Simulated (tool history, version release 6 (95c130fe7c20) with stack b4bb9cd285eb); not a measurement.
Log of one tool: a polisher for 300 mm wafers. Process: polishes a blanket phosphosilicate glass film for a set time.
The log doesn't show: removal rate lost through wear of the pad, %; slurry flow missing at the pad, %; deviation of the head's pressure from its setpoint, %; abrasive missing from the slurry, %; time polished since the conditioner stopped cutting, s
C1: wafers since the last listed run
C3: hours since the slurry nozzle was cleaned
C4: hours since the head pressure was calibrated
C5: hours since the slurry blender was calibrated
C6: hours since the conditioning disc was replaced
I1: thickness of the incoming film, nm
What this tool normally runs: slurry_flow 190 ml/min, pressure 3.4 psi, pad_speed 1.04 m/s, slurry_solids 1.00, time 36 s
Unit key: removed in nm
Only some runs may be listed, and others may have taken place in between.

run 1 hour=0.0 | slurry_flow=190 pressure=3.0 pad_speed=1.04 slurry_solids=1.00 time=36 | C1=0 wafers_polished_on_this_pad=1256 C3=66.9 C4=328.2 C5=327.3 C6=17.1 | I1=2400.3 | removed=327.4
run 2 hour=97.8 | slurry_flow=190 pressure=3.4 pad_speed=1.04 slurry_solids=0.90 time=36 | C1=1284 wafers_polished_on_this_pad=2541 C3=164.7 C4=426.0 C5=425.1 C6=114.9 | I1=2321.8 | removed=332.1
run 3 hour=173.2 | slurry_flow=190 pressure=3.4 pad_speed=1.04 slurry_solids=0.90 time=36 | C1=990 wafers_polished_on_this_pad=3531 C3=240.1 C4=501.4 C5=500.5 C6=190.3 | I1=2319.7 | removed=336.7
-- hour=193.4 slurry blender recalibrated
run 4 hour=250.4 | slurry_flow=190 pressure=3.4 pad_speed=1.04 slurry_solids=0.90 time=36 | C1=987 wafers_polished_on_this_pad=4519 C3=317.3 C4=578.6 C5=57.0 C6=267.5 | I1=2346.7 | removed=326.5
run 5 hour=326.0 | slurry_flow=190 pressure=3.4 pad_speed=1.04 slurry_solids=1.00 time=36 | C1=993 wafers_polished_on_this_pad=5512 C3=392.9 C4=654.2 C5=132.6 C6=343.1 | I1=2312.9 | removed=343.4
-- hour=361.0 slurry nozzle cleaned
-- hour=378.0 worn pad replaced by a new one
run 6 hour=429.1 | slurry_flow=190 pressure=3.4 pad_speed=1.04 slurry_solids=1.00 time=36 | C1=1288 wafers_polished_on_this_pad=671 C3=68.1 C4=757.3 C5=235.7 C6=446.2 | I1=2352.0 | removed=364.0
-- hour=478.3 conditioning disc replaced and pad reconditioned
run 7 hour=528.7 | slurry_flow=190 pressure=3.4 pad_speed=1.04 slurry_solids=1.00 time=36 | C1=1281 wafers_polished_on_this_pad=1953 C3=167.7 C4=856.9 C5=335.3 C6=50.4 | I1=2347.8 | removed=346.0
run 8 hour=591.0 | slurry_flow=190 pressure=3.4 pad_speed=1.04 slurry_solids=1.00 time=36 | C1=818 wafers_polished_on_this_pad=2771 C3=230.0 C4=919.2 C5=397.6 C6=112.7 | I1=2335.0 | removed=342.2
run 9 hour=640.5 | slurry_flow=190 pressure=2.7 pad_speed=1.04 slurry_solids=1.00 time=36 | C1=650 wafers_polished_on_this_pad=3421 C3=279.5 C4=968.7 C5=447.1 C6=162.2 | I1=2335.4 | removed=302.3
-- hour=666.3 slurry blender recalibrated
run 10 hour=742.1 | slurry_flow=190 pressure=2.7 pad_speed=1.04 slurry_solids=1.00 time=36 | C1=1308 wafers_polished_on_this_pad=4729 C3=381.1 C4=1070.3 C5=75.8 C6=263.8 | I1=2322.2 | removed=296.8
run 11 hour=795.2 | slurry_flow=190 pressure=4.6 pad_speed=1.04 slurry_solids=1.00 time=40 | C1=697 wafers_polished_on_this_pad=5427 C3=434.2 C4=1123.4 C5=128.9 C6=316.9 | I1=2395.2 | removed=459.4
-- hour=821.7 slurry nozzle cleaned
-- hour=844.0 worn pad replaced by a new one
run 12 hour=898.6 | slurry_flow=190 pressure=2.5 pad_speed=1.04 slurry_solids=1.00 time=36 | C1=1292 wafers_polished_on_this_pad=717 C3=76.9 C4=1226.8 C5=232.3 C6=420.3 | I1=2363.4 | removed=296.5
-- hour=916.5 conditioning disc replaced and pad reconditioned
run 13 hour=952.3 | slurry_flow=190 pressure=3.9 pad_speed=1.04 slurry_solids=1.00 time=24 | C1=679 wafers_polished_on_this_pad=1396 C3=130.6 C4=1280.5 C5=286.0 C6=35.8 | I1=2308.1 | removed=253.8
run 14 hour=1027.3 | slurry_flow=240 pressure=3.4 pad_speed=1.34 slurry_solids=0.90 time=28 | C1=985 wafers_polished_on_this_pad=2381 C3=205.6 C4=1355.5 C5=361.0 C6=110.8 | I1=2348.3 | removed=323.7
-- hour=1102.3 head pressure recalibrated
-- hour=1143.2 slurry blender recalibrated
run 15 hour=1231.7 | slurry_flow=230 pressure=4.0 pad_speed=1.14 slurry_solids=1.00 time=30 | C1=2632 wafers_polished_on_this_pad=5014 C3=410.0 C4=129.4 C5=88.5 C6=315.2 | I1=2303.0 | removed=338.9
-- hour=1296.4 worn pad replaced by a new one
-- hour=1300.5 slurry nozzle cleaned
run 16 hour=1323.0 | slurry_flow=190 pressure=3.4 pad_speed=1.04 slurry_solids=1.00 time=36 | C1=1133 wafers_polished_on_this_pad=336 C3=22.5 C4=220.7 C5=179.8 C6=406.5 | I1=2364.3 | removed=361.8
run 17 hour=1406.0 | slurry_flow=250 pressure=3.4 pad_speed=1.26 slurry_solids=0.90 time=48 | C1=1090 wafers_polished_on_this_pad=1426 C3=105.5 C4=303.7 C5=262.8 C6=489.5 | I1=2315.3 | removed=540.0
-- hour=1410.9 conditioning disc replaced and pad reconditioned
run 18 hour=1493.9 | slurry_flow=190 pressure=3.4 pad_speed=1.04 slurry_solids=0.90 time=36 | C1=1128 wafers_polished_on_this_pad=2554 C3=193.4 C4=391.6 C5=350.7 C6=83.0 | I1=2338.5 | removed=339.0
run 19 hour=1537.5 | slurry_flow=190 pressure=2.7 pad_speed=0.92 slurry_solids=1.00 time=36 | C1=572 wafers_polished_on_this_pad=3127 C3=237.0 C4=435.2 C5=394.3 C6=126.6 | I1=2360.1 | removed=270.5
run 20 hour=1613.6 | slurry_flow=190 pressure=2.6 pad_speed=0.90 slurry_solids=0.85 time=36 | C1=999 wafers_polished_on_this_pad=4127 C3=313.1 C4=511.3 C5=470.4 C6=202.7 | I1=2339.3 | removed=246.7
-- hour=1633.0 slurry blender recalibrated
run 21 hour=1668.5 | slurry_flow=190 pressure=3.4 pad_speed=1.04 slurry_solids=1.20 time=36 | C1=694 wafers_polished_on_this_pad=4821 C3=368.0 C4=566.2 C5=35.5 C6=257.6 | I1=2348.2 | removed=356.1
-- hour=1723.8 worn pad replaced by a new one
run 22 hour=1729.0 | slurry_flow=190 pressure=3.4 pad_speed=1.04 slurry_solids=1.00 time=42 | C1=742 wafers_polished_on_this_pad=68 C3=428.5 C4=626.7 C5=96.0 C6=318.1 | I1=2365.4 | removed=425.2
-- hour=1744.0 slurry nozzle cleaned
run 23 hour=1775.2 | slurry_flow=190 pressure=2.3 pad_speed=1.04 slurry_solids=1.00 time=36 | C1=593 wafers_polished_on_this_pad=662 C3=31.2 C4=672.9 C5=142.2 C6=364.3 | I1=2350.9 | removed=288.3
run 24 hour=1829.8 | slurry_flow=190 pressure=4.0 pad_speed=0.70 slurry_solids=0.85 time=25 | C1=717 wafers_polished_on_this_pad=1379 C3=85.8 C4=727.5 C5=196.8 C6=418.9 | I1=2327.6 | removed=192.1
-- hour=1874.4 conditioning disc replaced and pad reconditioned
run 25 hour=1881.4 | slurry_flow=190 pressure=3.4 pad_speed=1.04 slurry_solids=1.00 time=36 | C1=651 wafers_polished_on_this_pad=2031 C3=137.4 C4=779.1 C5=248.4 C6=7.0 | I1=2402.4 | removed=348.3
run 26 hour=1932.2 | slurry_flow=145 pressure=4.0 pad_speed=0.84 slurry_solids=1.00 time=29 | C1=667 wafers_polished_on_this_pad=2698 C3=188.2 C4=829.9 C5=299.2 C6=57.8 | I1=2345.7 | removed=252.4

What differs in the tool's unlogged condition from the final listed run ahead of each entry between runs to the first listed run following it?
From run 3 to run 4: slurry blender recalibrated (hour 193.4)
  removal rate lost through wear of the pad, %: 7.6 -> 8.17
  the result without the hidden state subtracted from the measured one, removed: -27.7 -> -29.1 nm
From run 5 to run 6: slurry nozzle cleaned (hour 361.0); worn pad replaced by a new one (hour 378.0)
  removal rate lost through wear of the pad, %: 8.51 -> 2.58
  the result without the hidden state subtracted from the measured one, removed: -31.9 -> -9.7 nm
From run 6 to run 7: conditioning disc replaced and pad reconditioned (hour 478.3)
  removal rate lost through wear of the pad, %: 2.58 -> 5.5
  the result without the hidden state subtracted from the measured one, removed: -9.7 -> -20.1 nm
From run 9 to run 10: slurry blender recalibrated (hour 666.3)
  removal rate lost through wear of the pad, %: 7.15 -> 7.9
  the result without the hidden state subtracted from the measured one, removed: -23.3 -> -25.5 nm
From run 11 to run 12: slurry nozzle cleaned (hour 821.7); worn pad replaced by a new one (hour 844.0)
  removal rate lost through wear of the pad, %: 8.13 -> 3.19
  the result without the hidden state subtracted from the measured one, removed: -40.6 -> -9.8 nm
From run 12 to run 13: conditioning disc replaced and pad reconditioned (hour 916.5)
  removal rate lost through wear of the pad, %: 3.19 -> 4.95
  the result without the hidden state subtracted from the measured one, removed: -9.8 -> -13.3 nm
From run 14 to run 15: head pressure recalibrated (hour 1102.3); slurry blender recalibrated (hour 1143.2)
  removal rate lost through wear of the pad, %: 6.58 -> 8.48
  the result without the hidden state subtracted from the measured one, removed: -22.8 -> -31.4 nm
From run 15 to run 16: worn pad replaced by a new one (hour 1296.4); slurry nozzle cleaned (hour 1300.5)
  removal rate lost through wear of the pad, %: 8.48 -> 2.36
  the result without the hidden state subtracted from the measured one, removed: -31.4 -> -8.8 nm
From run 17 to run 18: conditioning disc replaced and pad reconditioned (hour 1410.9)
  removal rate lost through wear of the pad, %: 5.34 -> 7.16
  the result without the hidden state subtracted from the measured one, removed: -30.5 -> -26.1 nm
From run 20 to run 21: slurry blender recalibrated (hour 1633.0)
  removal rate lost through wear of the pad, %: 8.44 -> 8.76
  the result without the hidden state subtracted from the measured one, removed: -22.8 -> -34.2 nm
From run 21 to run 22: worn pad replaced by a new one (hour 1723.8)
  removal rate lost through wear of the pad, %: 8.76 -> 0.667
  the result without the hidden state subtracted from the measured one, removed: -34.2 -> -2.8 nm
From run 22 to run 23: slurry nozzle cleaned (hour 1744.0)
  removal rate lost through wear of the pad, %: 0.667 -> 2.8
  the result without the hidden state subtracted from the measured one, removed: -2.8 -> -8.3 nm
From run 24 to run 25: conditioning disc replaced and pad reconditioned (hour 1874.4)
  removal rate lost through wear of the pad, %: 4.62 -> 5.84
  the result without the hidden state subtracted from the measured one, removed: -9.3 -> -21.6 nm
